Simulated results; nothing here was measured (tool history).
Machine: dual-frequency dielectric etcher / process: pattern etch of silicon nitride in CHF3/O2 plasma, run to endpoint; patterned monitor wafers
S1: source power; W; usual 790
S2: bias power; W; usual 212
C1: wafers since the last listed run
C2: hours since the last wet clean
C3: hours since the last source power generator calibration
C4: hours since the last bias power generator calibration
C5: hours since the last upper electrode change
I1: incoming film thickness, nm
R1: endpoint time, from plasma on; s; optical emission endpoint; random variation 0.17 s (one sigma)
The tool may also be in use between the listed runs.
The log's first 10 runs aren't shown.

run 11 hour=112.0 | S1=790 S2=232 | C1=88 C2=509.3 C3=7.4 C4=4695.7 C5=2927.0 | I1=87.1 | R1=47.6
run 12 hour=154.1 | S1=850 S2=248 | C1=539 C2=551.4 C3=49.5 C4=4737.8 C5=2969.1 | I1=87.6 | R1=45.1
-- hour=160.5 bias power generator calibrated
run 13 hour=164.0 | S1=850 S2=250 | C1=75 C2=561.3 C3=59.4 C4=3.5 C5=2979.0 | I1=87.3 | R1=45.0
-- hour=191.1 wet clean of the chamber
run 14 hour=191.6 | S1=790 S2=212 | C1=46 C2=0.5 C3=87.0 C4=31.1 C5=3006.6 | I1=88.9 | R1=50.7
run 15 hour=191.9 | S1=960 S2=188 | C1=3 C2=0.8 C3=87.3 C4=31.4 C5=3006.9 | I1=86.9 | R1=46.3
run 16 hour=203.4 | S1=790 S2=252 | C1=147 C2=12.3 C3=98.8 C4=42.9 C5=3018.4 | I1=86.4 | R1=46.9
run 17 hour=219.2 | S1=790 S2=212 | C1=202 C2=28.1 C3=114.6 C4=58.7 C5=3034.2 | I1=86.7 | R1=49.4
-- hour=258.8 upper electrode replaced
run 18 hour=259.3 | S1=790 S2=212 | C1=206 C2=68.2 C3=154.7 C4=98.8 C5=0.5 | I1=87.8 | R1=50.5
run 19 hour=259.7 | S1=630 S2=212 | C1=5 C2=68.6 C3=155.1 C4=99.2 C5=0.9 | I1=88.4 | R1=58.4
run 20 hour=260.0 | S1=870 S2=180 | C1=3 C2=68.9 C3=155.4 C4=99.5 C5=1.2 | I1=88.3 | R1=50.4
run 21 hour=271.2 | S1=900 S2=236 | C1=143 C2=80.1 C3=166.6 C4=110.7 C5=12.4 | I1=87.0 | R1=45.1
run 22 hour=290.7 | S1=960 S2=184 | C1=249 C2=99.6 C3=186.1 C4=130.2 C5=31.9 | I1=87.3 | R1=46.6
-- hour=323.3 wet clean of the chamber, repeated, since the last time left the tool worse
run 23 hour=323.8 | S1=700 S2=250 | C1=116 C2=0.5 C3=219.2 C4=163.3 C5=65.0 | I1=87.8 | R1=49.5
run 24 hour=324.2 | S1=790 S2=212 | C1=5 C2=0.9 C3=219.6 C4=163.7 C5=65.4 | I1=88.1 | R1=48.4
run 25 hour=326.0 | S1=790 S2=212 | C1=23 C2=2.7 C3=221.4 C4=165.5 C5=67.2 | I1=87.8 | R1=48.3
run 26 hour=339.2 | S1=930 S2=166 | C1=169 C2=15.9 C3=234.6 C4=178.7 C5=80.4 | I1=87.4 | R1=47.2
run 27 hour=350.7 | S1=660 S2=175 | C1=147 C2=27.4 C3=246.1 C4=190.2 C5=91.9 | I1=87.9 | R1=57.3
run 28 hour=360.6 | S1=790 S2=212 | C1=126 C2=37.3 C3=256.0 C4=200.1 C5=101.8 | I1=87.8 | R1=48.3
run 29 hour=370.0 | S1=790 S2=212 | C1=120 C2=46.7 C3=265.4 C4=209.5 C5=111.2 | I1=87.1 | R1=48.1
run 30 hour=387.7 | S1=650 S2=257 | C1=226 C2=64.4 C3=283.1 C4=227.2 C5=128.9 | I1=87.4 | R1=50.9
run 31 hour=394.4 | S1=790 S2=212 | C1=85 C2=71.1 C3=289.8 C4=233.9 C5=135.6 | I1=87.8 | R1=48.8
run 32 hour=405.0 | S1=790 S2=245 | C1=135 C2=81.7 C3=300.4 C4=244.5 C5=146.2 | I1=88.0 | R1=46.5
run 33 hour=416.3 | S1=890 S2=234 | C1=144 C2=93.0 C3=311.7 C4=255.8 C5=157.5 | I1=88.4 | R1=44.3
run 34 hour=426.0 | S1=880 S2=246 | C1=124 C2=102.7 C3=321.4 C4=265.5 C5=167.2 | I1=87.7 | R1=43.9
run 35 hour=436.4 | S1=900 S2=212 | C1=133 C2=113.1 C3=331.8 C4=275.9 C5=177.6 | I1=87.6 | R1=44.8

Branching from run 35: 4 alternative next runs. What would each branch give?
run A hour=436.8 | S1=680 S2=212 | C1=5 C2=113.5 C3=332.2 C4=276.3 C5=178.0 | I1=87.0 | R1=?
run B hour=436.8 | S1=700 S2=190 | C1=5 C2=113.5 C3=332.2 C4=276.3 C5=178.0 | I1=87.0 | R1=?
run C hour=436.8 | S1=790 S2=231 | C1=5 C2=113.5 C3=332.2 C4=276.3 C5=178.0 | I1=87.0 | R1=?
run D hour=436.8 | S1=970 S2=171 | C1=5 C2=113.5 C3=332.2 C4=276.3 C5=178.0 | I1=87.0 | R1=?

run=A R1=52.7
run=B R1=53.4
run=C R1=47.0
run=D R1=45.7
The same runs, with their run-to-run variation unchanged, on a tool lacking any hidden condition would have given:
run=A R1=52.5
run=B R1=53.2
run=C R1=46.8
run=D R1=45.5
